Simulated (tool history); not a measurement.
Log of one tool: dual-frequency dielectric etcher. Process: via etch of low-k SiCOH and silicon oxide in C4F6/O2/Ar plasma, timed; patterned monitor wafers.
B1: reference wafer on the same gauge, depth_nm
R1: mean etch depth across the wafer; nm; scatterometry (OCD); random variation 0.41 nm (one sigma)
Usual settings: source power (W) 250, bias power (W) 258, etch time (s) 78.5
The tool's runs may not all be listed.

run 1 day=0.000 | source_power_(W)=250 bias_power_(W)=225 etch_time_(s)=78.5 | B1=209.0 | R1=187.2
run 2 day=1.658 | source_power_(W)=250 bias_power_(W)=225 etch_time_(s)=78.5 | B1=209.0 | R1=187.5
run 3 day=4.329 | source_power_(W)=250 bias_power_(W)=225 etch_time_(s)=78.5 | B1=208.9 | R1=187.7
-- day=5.204 source power generator calibrated
-- day=6.983 wet clean of the chamber
run 4 day=10.850 | source_power_(W)=250 bias_power_(W)=258 etch_time_(s)=78.5 | B1=209.0 | R1=193.7
-- day=11.833 bias power generator calibrated
-- day=12.229 gauge calibrated
run 5 day=13.625 | source_power_(W)=250 bias_power_(W)=258 etch_time_(s)=78.5 | B1=208.9 | R1=196.1
run 6 day=14.925 | source_power_(W)=250 bias_power_(W)=258 etch_time_(s)=78.5 | B1=209.0 | R1=197.4
-- day=17.550 upper electrode replaced
run 7 day=17.571 | source_power_(W)=250 bias_power_(W)=258 etch_time_(s)=78.5 | B1=209.0 | R1=197.6
run 8 day=17.900 | source_power_(W)=250 bias_power_(W)=258 etch_time_(s)=78.5 | B1=209.0 | R1=197.5
run 9 day=18.954 | source_power_(W)=250 bias_power_(W)=258 etch_time_(s)=90.5 | B1=209.1 | R1=228.8
run 10 day=21.112 | source_power_(W)=250 bias_power_(W)=258 etch_time_(s)=78.5 | B1=209.1 | R1=198.0
-- day=23.888 wet clean of the chamber
run 11 day=23.908 | source_power_(W)=250 bias_power_(W)=298 etch_time_(s)=78.5 | B1=209.1 | R1=204.0
run 12 day=24.475 | source_power_(W)=250 bias_power_(W)=258 etch_time_(s)=78.5 | B1=209.1 | R1=195.2
run 13 day=26.800 | source_power_(W)=230 bias_power_(W)=291 etch_time_(s)=89.5 | B1=209.0 | R1=223.2
run 14 day=28.162 | source_power_(W)=250 bias_power_(W)=258 etch_time_(s)=78.5 | B1=208.8 | R1=195.4
run 15 day=31.092 | source_power_(W)=250 bias_power_(W)=258 etch_time_(s)=78.5 | B1=209.0 | R1=196.0
run 16 day=33.246 | source_power_(W)=220 bias_power_(W)=306 etch_time_(s)=78.5 | B1=209.0 | R1=198.3
run 17 day=36.100 | source_power_(W)=250 bias_power_(W)=258 etch_time_(s)=78.5 | B1=209.1 | R1=196.5
run 18 day=38.883 | source_power_(W)=250 bias_power_(W)=298 etch_time_(s)=63.0 | B1=209.1 | R1=166.3
run 19 day=41.433 | source_power_(W)=300 bias_power_(W)=199 etch_time_(s)=99.0 | B1=209.1 | R1=247.8
-- day=43.162 wet clean of the chamber
run 20 day=45.417 | source_power_(W)=220 bias_power_(W)=293 etch_time_(s)=63.5 | B1=209.1 | R1=157.2
run 21 day=47.079 | source_power_(W)=250 bias_power_(W)=258 etch_time_(s)=78.5 | B1=208.9 | R1=195.7
run 22 day=48.242 | source_power_(W)=280 bias_power_(W)=226 etch_time_(s)=93.0 | B1=209.0 | R1=232.4
run 23 day=50.783 | source_power_(W)=210 bias_power_(W)=321 etch_time_(s)=63.5 | B1=209.0 | R1=159.0
run 24 day=53.117 | source_power_(W)=250 bias_power_(W)=258 etch_time_(s)=78.5 | B1=209.0 | R1=196.5
-- day=58.408 wet clean of the chamber
run 25 day=58.429 | source_power_(W)=250 bias_power_(W)=258 etch_time_(s)=96.0 | B1=209.0 | R1=237.8
run 26 day=60.025 | source_power_(W)=250 bias_power_(W)=278 etch_time_(s)=78.5 | B1=209.0 | R1=199.1
run 27 day=61.958 | source_power_(W)=250 bias_power_(W)=298 etch_time_(s)=78.5 | B1=208.9 | R1=204.6
run 28 day=63.146 | source_power_(W)=200 bias_power_(W)=258 etch_time_(s)=78.5 | B1=209.0 | R1=181.0
run 29 day=64.638 | source_power_(W)=250 bias_power_(W)=258 etch_time_(s)=95.0 | B1=208.9 | R1=236.6

Forecast each of these 4 alternatives for the next run:
run A day=64.654 | source_power_(W)=250 bias_power_(W)=258 etch_time_(s)=78.5 | B1=? | R1=?
run B day=64.654 | source_power_(W)=250 bias_power_(W)=283 etch_time_(s)=99.0 | B1=? | R1=?
run C day=64.654 | source_power_(W)=190 bias_power_(W)=311 etch_time_(s)=78.5 | B1=? | R1=?
run D day=64.654 | source_power_(W)=220 bias_power_(W)=194 etch_time_(s)=66.0 | B1=? | R1=?

run=A B1=209.0 R1=196.8
run=B B1=209.0 R1=255.2
run=C B1=209.0 R1=188.9
run=D B1=209.0 R1=145.5
Without the tool's hidden state the same runs would have given:
run=A R1=196.4
run=B R1=254.7
run=C R1=188.5
run=D R1=145.2

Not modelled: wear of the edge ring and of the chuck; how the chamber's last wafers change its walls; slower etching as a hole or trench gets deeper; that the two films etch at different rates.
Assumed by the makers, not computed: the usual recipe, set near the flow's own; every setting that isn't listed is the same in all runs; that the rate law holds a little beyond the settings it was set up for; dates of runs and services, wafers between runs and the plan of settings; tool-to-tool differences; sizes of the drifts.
